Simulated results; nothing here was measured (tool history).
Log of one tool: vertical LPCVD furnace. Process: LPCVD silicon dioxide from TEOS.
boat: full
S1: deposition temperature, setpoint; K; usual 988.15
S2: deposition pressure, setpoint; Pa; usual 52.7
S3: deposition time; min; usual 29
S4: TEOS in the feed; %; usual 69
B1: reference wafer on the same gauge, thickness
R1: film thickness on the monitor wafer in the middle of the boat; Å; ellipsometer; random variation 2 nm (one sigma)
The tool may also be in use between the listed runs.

Run 1, hour 0: usual settings; B1 327.97. Result: R1 3441.6 Å.
Run 2, hour 86.3: usual settings; B1 328.35. Result: R1 3494.1 Å.
Run 3, hour 175.3: usual settings but S3 35 min; B1 328.09. Result: R1 4195.1 Å.
Run 4, hour 244.9: usual settings but S3 35 min; B1 327.55. Result: R1 4189.1 Å.
Run 5, hour 318: usual settings but S1 992.15 K; B1 328.4. Result: R1 3809.8 Å.
Run 6, hour 400.4: usual settings but S2 47.3 Pa; B1 327.88. Result: R1 3348.5 Å.
Run 7, hour 487.9: usual settings but S2 47.3 Pa; B1 327.75. Result: R1 3339.6 Å.
Run 8, hour 558: usual settings but S2 56 Pa; B1 327.82. Result: R1 3621.1 Å.
Run 9, hour 595.4: usual settings but S4 73 %; B1 328.17. Result: R1 3644.3 Å.
Run 10, hour 654.4: usual settings; B1 327.83. Result: R1 3518 Å.
Run 11, hour 690.5: usual settings but S1 978.15 K, S2 58 Pa, S3 40 min, S4 75 %; B1 328.15. Result: R1 4293.5 Å.
At hour 759.5: TEOS flow controller replaced.
Run 12, hour 770.9: usual settings but S3 38.5 min; B1 328.65. Result: R1 4704.9 Å.
At hour 803.2: thermocouples replaced and temperature profile calibrated.
Run 13, hour 843.8: usual settings but S2 46.7 Pa, S3 25 min; B1 327.48. Result: R1 2718.7 Å.
At hour 851.5: gauge calibrated.
Run 14, hour 896.1: usual settings but S3 24 min; B1 327.6. Result: R1 2753.1 Å.
Run 15, hour 948.1: usual settings but S1 979.15 K, S2 46.7 Pa, S3 25 min; B1 328.14. Result: R1 2240.9 Å.
Run 16, hour 1030.6: usual settings but S1 983.15 K, S2 64.7 Pa; B1 328.48. Result: R1 3337.8 Å.

The next listed run, before its measurement:
At hour 1081.4: pressure gauge zeroed.
Run 17, hour 1081.9: usual settings but S2 41.3 Pa, S3 37.5 min, S4 73 %; B1 ?. Result: R1 ?.

B1: 328.1
R1: 3973.3 Å
Without the tool's hidden state the same run would have given R1 3910.6 Å.
